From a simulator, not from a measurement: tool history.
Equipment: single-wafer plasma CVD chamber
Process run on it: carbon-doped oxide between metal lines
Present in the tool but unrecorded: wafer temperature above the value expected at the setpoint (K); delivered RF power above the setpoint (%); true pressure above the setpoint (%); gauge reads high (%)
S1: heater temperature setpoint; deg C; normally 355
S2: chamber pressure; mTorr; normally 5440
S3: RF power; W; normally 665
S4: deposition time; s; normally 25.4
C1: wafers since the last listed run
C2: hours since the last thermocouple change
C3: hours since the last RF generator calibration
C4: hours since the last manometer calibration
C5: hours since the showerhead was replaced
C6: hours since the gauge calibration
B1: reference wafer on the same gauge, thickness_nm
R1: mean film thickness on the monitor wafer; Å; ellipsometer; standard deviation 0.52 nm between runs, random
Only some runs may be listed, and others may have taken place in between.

run 1 hour=0.0 | S1=355 S2=5440 S3=665 S4=25.4 | C1=0 C2=684.8 C3=722.8 C4=941.5 C5=7240.0 C6=126.9 | B1=175.177 | R1=1480.25
run 2 hour=14.3 | S1=350 S2=5440 S3=665 S4=25.4 | C1=313 C2=699.1 C3=737.1 C4=955.8 C5=7254.3 C6=141.2 | B1=175.094 | R1=1496.70
run 3 hour=32.1 | S1=350 S2=5440 S3=665 S4=25.4 | C1=389 C2=716.9 C3=754.9 C4=973.6 C5=7272.1 C6=159.0 | B1=174.772 | R1=1495.51
run 4 hour=39.4 | S1=350 S2=5440 S3=665 S4=25.4 | C1=159 C2=724.2 C3=762.2 C4=980.9 C5=7279.4 C6=166.3 | B1=175.022 | R1=1492.68
-- hour=53.7 gauge calibrated
run 5 hour=55.5 | S1=345 S2=5130 S3=665 S4=25.4 | C1=352 C2=740.3 C3=778.3 C4=997.0 C5=7295.5 C6=1.8 | B1=175.074 | R1=1509.26
run 6 hour=62.1 | S1=345 S2=5130 S3=665 S4=25.4 | C1=144 C2=746.9 C3=784.9 C4=1003.6 C5=7302.1 C6=8.4 | B1=175.102 | R1=1504.80
run 7 hour=68.3 | S1=365 S2=5810 S3=665 S4=25.4 | C1=135 C2=753.1 C3=791.1 C4=1009.8 C5=7308.3 C6=14.6 | B1=175.096 | R1=1469.00
run 8 hour=79.9 | S1=365 S2=5810 S3=665 S4=25.4 | C1=254 C2=764.7 C3=802.7 C4=1021.4 C5=7319.9 C6=26.2 | B1=175.034 | R1=1462.20
run 9 hour=88.0 | S1=365 S2=5810 S3=665 S4=25.4 | C1=177 C2=772.8 C3=810.8 C4=1029.5 C5=7328.0 C6=34.3 | B1=175.047 | R1=1461.77
run 10 hour=97.3 | S1=364 S2=5440 S3=640 S4=25.4 | C1=203 C2=782.1 C3=820.1 C4=1038.8 C5=7337.3 C6=43.6 | B1=174.859 | R1=1430.00
-- hour=105.6 showerhead replaced
run 11 hour=109.1 | S1=355 S2=5440 S3=665 S4=25.4 | C1=83 C2=793.9 C3=831.9 C4=1050.6 C5=3.5 C6=55.4 | B1=175.193 | R1=1478.77
run 12 hour=122.3 | S1=355 S2=5440 S3=665 S4=25.4 | C1=289 C2=807.1 C3=845.1 C4=1063.8 C5=16.7 C6=68.6 | B1=175.008 | R1=1481.21
-- hour=138.4 capacitance manometer re-zeroed and calibrated
run 13 hour=138.9 | S1=355 S2=5440 S3=665 S4=25.4 | C1=188 C2=823.7 C3=861.7 C4=0.5 C5=33.3 C6=85.2 | B1=174.956 | R1=1479.07
run 14 hour=143.7 | S1=355 S2=6440 S3=665 S4=25.4 | C1=105 C2=828.5 C3=866.5 C4=5.3 C5=38.1 C6=90.0 | B1=174.955 | R1=1509.99
run 15 hour=153.6 | S1=347 S2=4400 S3=665 S4=25.4 | C1=216 C2=838.4 C3=876.4 C4=15.2 C5=48.0 C6=99.9 | B1=174.973 | R1=1442.92
run 16 hour=193.0 | S1=355 S2=6120 S3=665 S4=25.4 | C1=862 C2=877.8 C3=915.8 C4=54.6 C5=87.4 C6=139.3 | B1=174.872 | R1=1501.54
run 17 hour=204.9 | S1=343 S2=5440 S3=665 S4=25.4 | C1=260 C2=889.7 C3=927.7 C4=66.5 C5=99.3 C6=151.2 | B1=175.059 | R1=1522.85
-- hour=217.1 RF generator calibrated
run 18 hour=219.9 | S1=341 S2=5440 S3=665 S4=25.4 | C1=153 C2=904.7 C3=2.8 C4=81.5 C5=114.3 C6=166.2 | B1=175.198 | R1=1532.27
run 19 hour=232.2 | S1=355 S2=4090 S3=665 S4=27.5 | C1=269 C2=917.0 C3=15.1 C4=93.8 C5=126.6 C6=178.5 | B1=174.832 | R1=1513.16
run 20 hour=246.7 | S1=355 S2=5440 S3=535 S4=25.4 | C1=317 C2=931.5 C3=29.6 C4=108.3 C5=141.1 C6=193.0 | B1=175.045 | R1=1346.96

Expected results for the next run?
-- hour=259.1 thermocouple changed; heater temperature recalibrated
run 21 hour=263.5 | S1=355 S2=5440 S3=665 S4=25.4 | C1=192 C2=4.4 C3=46.4 C4=125.1 C5=157.9 C6=209.8 | B1=? | R1=?

Run 21 measured B1 175.114, R1 1472.97 Å.
On a tool with no hidden condition, and with the same random variation, this run would have come out at R1 1472.97 Å.

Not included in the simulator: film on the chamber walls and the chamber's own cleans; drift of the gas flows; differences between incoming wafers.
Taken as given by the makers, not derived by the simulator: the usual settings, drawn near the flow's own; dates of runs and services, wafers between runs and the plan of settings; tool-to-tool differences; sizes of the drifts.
